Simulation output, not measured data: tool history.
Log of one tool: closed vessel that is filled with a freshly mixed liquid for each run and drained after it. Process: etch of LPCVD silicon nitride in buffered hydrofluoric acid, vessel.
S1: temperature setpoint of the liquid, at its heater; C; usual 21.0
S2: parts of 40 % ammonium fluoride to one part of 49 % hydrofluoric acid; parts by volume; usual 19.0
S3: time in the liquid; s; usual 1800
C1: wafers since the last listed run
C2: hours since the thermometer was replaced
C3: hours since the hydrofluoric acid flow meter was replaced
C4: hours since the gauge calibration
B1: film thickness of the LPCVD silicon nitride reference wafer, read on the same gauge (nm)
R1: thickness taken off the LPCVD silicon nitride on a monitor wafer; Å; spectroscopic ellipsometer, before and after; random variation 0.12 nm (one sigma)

Run 1, day 0.000: usual settings but S3 1450 s; C1 0; C2 1862.9; C3 1864.4; C4 264.9; B1 110.00. Result: R1 118.0 Å.
Run 2, day 1.758: usual settings but S3 1450 s; C1 1116; C2 1905.1; C3 1906.6; C4 307.1; B1 109.99. Result: R1 119.7 Å.
Run 3, day 3.125: usual settings but S2 24.0 parts by volume, S3 2065 s; C1 867; C2 1937.9; C3 1939.4; C4 339.9; B1 109.98. Result: R1 136.5 Å.
Run 4, day 4.238: usual settings but S2 24.0 parts by volume, S3 2065 s; C1 706; C2 1964.6; C3 1966.1; C4 366.6; B1 110.00. Result: R1 140.8 Å.
Run 5, day 7.167: usual settings; C1 1860; C2 2034.9; C3 2036.4; C4 436.9; B1 110.03. Result: R1 152.1 Å.
At day 11.188: hydrofluoric acid flow meter replaced.
At day 14.062: gauge calibrated.
Run 6, day 15.567: usual settings but S1 17.0 C; C1 5307; C2 2236.5; C3 105.1; C4 36.1; B1 110.00. Result: R1 110.8 Å.
Run 7, day 17.171: usual settings but S2 15.5 parts by volume; C1 1018; C2 2275.0; C3 143.6; C4 74.6; B1 110.01. Result: R1 172.6 Å.
Run 8, day 18.400: usual settings; C1 780; C2 2304.5; C3 173.1; C4 104.1; B1 109.98. Result: R1 138.5 Å.
At day 18.742: thermometer replaced.
Run 9, day 20.721: usual settings but S1 23.0 C, S2 14.0 parts by volume; C1 1447; C2 47.5; C3 228.8; C4 159.8; B1 110.02. Result: R1 211.9 Å.
Run 10, day 22.608: usual settings but S3 2630 s; C1 1198; C2 92.8; C3 274.1; C4 205.1; B1 109.98. Result: R1 202.3 Å.
Run 11, day 25.538: usual settings; C1 1860; C2 163.1; C3 344.4; C4 275.4; B1 110.01. Result: R1 140.7 Å.
Run 12, day 28.338: usual settings; C1 1778; C2 230.3; C3 411.6; C4 342.6; B1 109.98. Result: R1 141.7 Å.
Run 13, day 30.100: usual settings; C1 1119; C2 272.6; C3 453.9; C4 384.9; B1 110.00. Result: R1 140.3 Å.
Run 14, day 32.388: usual settings but S2 22.5 parts by volume, S3 1235 s; C1 1452; C2 327.5; C3 508.8; C4 439.8; B1 110.01. Result: R1 86.1 Å.
Run 15, day 34.671: usual settings but S1 19.0 C, S3 2085 s; C1 1449; C2 382.3; C3 563.6; C4 494.6; B1 110.03. Result: R1 149.6 Å.
Run 16, day 37.046: usual settings but S3 1420 s; C1 1508; C2 439.3; C3 620.6; C4 551.6; B1 110.01. Result: R1 111.8 Å.

Forecast each of these 3 alternatives for the next run:
Run A, day 37.092: usual settings; C1 29; C2 440.4; C3 621.7; C4 552.7; B1 ?. Result: R1 ?.
Run B, day 37.092: usual settings but S1 19.0 C, S3 880 s; C1 29; C2 440.4; C3 621.7; C4 552.7; B1 ?. Result: R1 ?.
Run C, day 37.092: usual settings but S1 23.5 C; C1 29; C2 440.4; C3 621.7; C4 552.7; B1 ?. Result: R1 ?.

run      B1     R1
  A  109.99  142.2
  B  109.99   62.1
  C  109.99  163.3
Without the tool's hidden state the same runs would have given:
run     R1
  A  135.7
  B   59.3
  C  155.8
